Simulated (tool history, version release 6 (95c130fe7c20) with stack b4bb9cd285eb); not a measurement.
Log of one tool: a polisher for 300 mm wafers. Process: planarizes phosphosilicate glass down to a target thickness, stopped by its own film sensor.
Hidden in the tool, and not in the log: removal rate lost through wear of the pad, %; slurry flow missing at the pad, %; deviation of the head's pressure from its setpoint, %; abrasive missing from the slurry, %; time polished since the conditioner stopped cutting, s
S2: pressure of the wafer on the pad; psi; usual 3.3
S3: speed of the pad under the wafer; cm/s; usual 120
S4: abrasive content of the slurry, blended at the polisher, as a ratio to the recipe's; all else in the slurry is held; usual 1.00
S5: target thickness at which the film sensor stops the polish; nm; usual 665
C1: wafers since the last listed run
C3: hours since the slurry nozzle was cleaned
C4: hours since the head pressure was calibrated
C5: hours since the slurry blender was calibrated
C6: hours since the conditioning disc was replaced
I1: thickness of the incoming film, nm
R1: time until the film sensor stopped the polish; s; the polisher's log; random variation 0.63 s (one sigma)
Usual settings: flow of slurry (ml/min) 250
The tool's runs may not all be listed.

Run 1, hour 0.0: usual settings; C1 0; wafers polished on this pad 1838; C3 447.6; C4 386.7; C5 223.5; C6 71.8; I1 1185.6. Result: R1 41.4 s.
At hour 28.3: head pressure recalibrated.
Run 2, hour 55.3: usual settings but S4 1.25; C1 683; wafers polished on this pad 2522; C3 502.9; C4 27.0; C5 278.8; C6 127.1; I1 1161.4. Result: R1 36.5 s.
At hour 77.3: slurry blender recalibrated.
Run 3, hour 124.8: usual settings but S4 1.25; C1 866; wafers polished on this pad 3388; C3 572.4; C4 96.5; C5 47.5; C6 196.6; I1 1174.0. Result: R1 40.5 s.
At hour 142.5: worn pad replaced by a new one.
Run 4, hour 153.4: usual settings but S4 1.25; C1 315; wafers polished on this pad 139; C3 601.0; C4 125.1; C5 76.1; C6 225.2; I1 1187.7. Result: R1 36.6 s.
At hour 197.3: conditioning disc replaced and pad reconditioned.
Run 5, hour 219.3: usual settings; C1 819; wafers polished on this pad 959; C3 666.9; C4 191.0; C5 142.0; C6 22.0; I1 1188.4. Result: R1 40.5 s.
At hour 261.1: slurry nozzle cleaned.
Run 6, hour 290.2: usual settings; C1 896; wafers polished on this pad 1856; C3 29.1; C4 261.9; C5 212.9; C6 92.9; I1 1166.6. Result: R1 40.9 s.
At hour 327.6: slurry blender recalibrated.
Run 7, hour 341.3: usual settings; C1 629; wafers polished on this pad 2486; C3 80.2; C4 313.0; C5 13.7; C6 144.0; I1 1167.5. Result: R1 41.8 s.
Run 8, hour 399.9: usual settings; C1 751; wafers polished on this pad 3238; C3 138.8; C4 371.6; C5 72.3; C6 202.6; I1 1166.6. Result: R1 43.5 s.
At hour 456.1: worn pad replaced by a new one.
Run 9, hour 465.6: usual settings; C1 791; wafers polished on this pad 121; C3 204.5; C4 437.3; C5 138.0; C6 268.3; I1 1166.8. Result: R1 38.8 s.
At hour 511.6: head pressure recalibrated.
At hour 527.8: conditioning disc replaced and pad reconditioned.
Run 10, hour 596.7: usual settings but flow of slurry (ml/min) 290; C1 1630; wafers polished on this pad 1752; C3 335.6; C4 85.1; C5 269.1; C6 68.9; I1 1175.1. Result: R1 40.4 s.
Run 11, hour 634.7: usual settings; C1 487; wafers polished on this pad 2239; C3 373.6; C4 123.1; C5 307.1; C6 106.9; I1 1186.6. Result: R1 42.7 s.
At hour 648.0: slurry blender recalibrated.
Run 12, hour 680.3: usual settings but S4 1.20, S5 493 nm; C1 559; wafers polished on this pad 2799; C3 419.2; C4 168.7; C5 32.3; C6 152.5; I1 1164.7. Result: R1 52.7 s.
At hour 738.8: worn pad replaced by a new one.
Run 13, hour 739.3: usual settings but flow of slurry (ml/min) 205; C1 705; wafers polished on this pad 6; C3 478.2; C4 227.7; C5 91.3; C6 211.5; I1 1181.4. Result: R1 41.5 s.
Run 14, hour 800.3: usual settings but flow of slurry (ml/min) 210; C1 782; wafers polished on this pad 788; C3 539.2; C4 288.7; C5 152.3; C6 272.5; I1 1187.6. Result: R1 41.7 s.
At hour 825.7: conditioning disc replaced and pad reconditioned.
Run 15, hour 865.8: usual settings; C1 814; wafers polished on this pad 1603; C3 604.7; C4 354.2; C5 217.8; C6 40.1; I1 1170.6. Result: R1 40.5 s.
Run 16, hour 893.4: usual settings but S4 1.10; C1 354; wafers polished on this pad 1957; C3 632.3; C4 381.8; C5 245.4; C6 67.7; I1 1161.7. Result: R1 38.6 s.
At hour 906.1: slurry blender recalibrated.
Run 17, hour 921.0: usual settings; C1 328; wafers polished on this pad 2286; C3 659.9; C4 409.4; C5 14.9; C6 95.3; I1 1162.9. Result: R1 39.8 s.
At hour 977.1: head pressure recalibrated.
Run 18, hour 980.4: usual settings but S3 144 cm/s; C1 736; wafers polished on this pad 3022; C3 719.3; C4 3.3; C5 74.3; C6 154.7; I1 1185.8. Result: R1 37.9 s.
At hour 990.9: slurry nozzle cleaned.
Run 19, hour 1008.9: usual settings but flow of slurry (ml/min) 210; C1 352; wafers polished on this pad 3375; C3 18.0; C4 31.8; C5 102.8; C6 183.2; I1 1180.1. Result: R1 45.5 s.
Run 20, hour 1056.4: usual settings; C1 609; wafers polished on this pad 3985; C3 65.5; C4 79.3; C5 150.3; C6 230.7; I1 1176.7. Result: R1 47.0 s.
At hour 1073.3: worn pad replaced by a new one.
Run 21, hour 1109.9: usual settings but flow of slurry (ml/min) 335, S4 1.25, S5 790 nm; C1 635; wafers polished on this pad 469; C3 119.0; C4 132.8; C5 203.8; C6 284.2; I1 1177.1. Result: R1 26.6 s.
At hour 1136.8: conditioning disc replaced and pad reconditioned.
Run 22, hour 1158.3: usual settings but S4 1.25; C1 595; wafers polished on this pad 1064; C3 167.4; C4 181.2; C5 252.2; C6 21.5; I1 1174.5. Result: R1 36.3 s.
At hour 1189.7: slurry blender recalibrated.
Run 23, hour 1205.9: usual settings but flow of slurry (ml/min) 330, S2 2.4 psi, S4 0.85, S5 771 nm; C1 585; wafers polished on this pad 1649; C3 215.0; C4 228.8; C5 16.2; C6 69.1; I1 1152.8. Result: R1 39.9 s.
Run 24, hour 1230.3: usual settings but S2 4.3 psi; C1 313; wafers polished on this pad 1962; C3 239.4; C4 253.2; C5 40.6; C6 93.5; I1 1176.5. Result: R1 34.4 s.
Run 25, hour 1271.5: usual settings but flow of slurry (ml/min) 185, S3 140 cm/s; C1 528; wafers polished on this pad 2491; C3 280.6; C4 294.4; C5 81.8; C6 134.7; I1 1168.9. Result: R1 37.7 s.
Run 26, hour 1309.4: usual settings but S5 546 nm; C1 486; wafers polished on this pad 2977; C3 318.5; C4 332.3; C5 119.7; C6 172.6; I1 1169.7. Result: R1 53.7 s.

3 ways to go on from here, each from the tool as it stands after run 26. What would each give?
Run A, hour 1309.8: usual settings; C1 5; wafers polished on this pad 2983; C3 318.9; C4 332.7; C5 120.1; C6 173.0; I1 1195.5. Result: R1 ?.
Run B, hour 1309.8: usual settings but S3 94 cm/s; C1 5; wafers polished on this pad 2983; C3 318.9; C4 332.7; C5 120.1; C6 173.0; I1 1195.5. Result: R1 ?.
Run C, hour 1309.8: usual settings but flow of slurry (ml/min) 175, S2 2.7 psi; C1 5; wafers polished on this pad 2983; C3 318.9; C4 332.7; C5 120.1; C6 173.0; I1 1195.5. Result: R1 ?.

run    R1
  A  44.8
  B  54.4
  C  54.2
Without the tool's hidden state the same runs would have given:
run    R1
  A  39.9
  B  48.6
  C  48.3
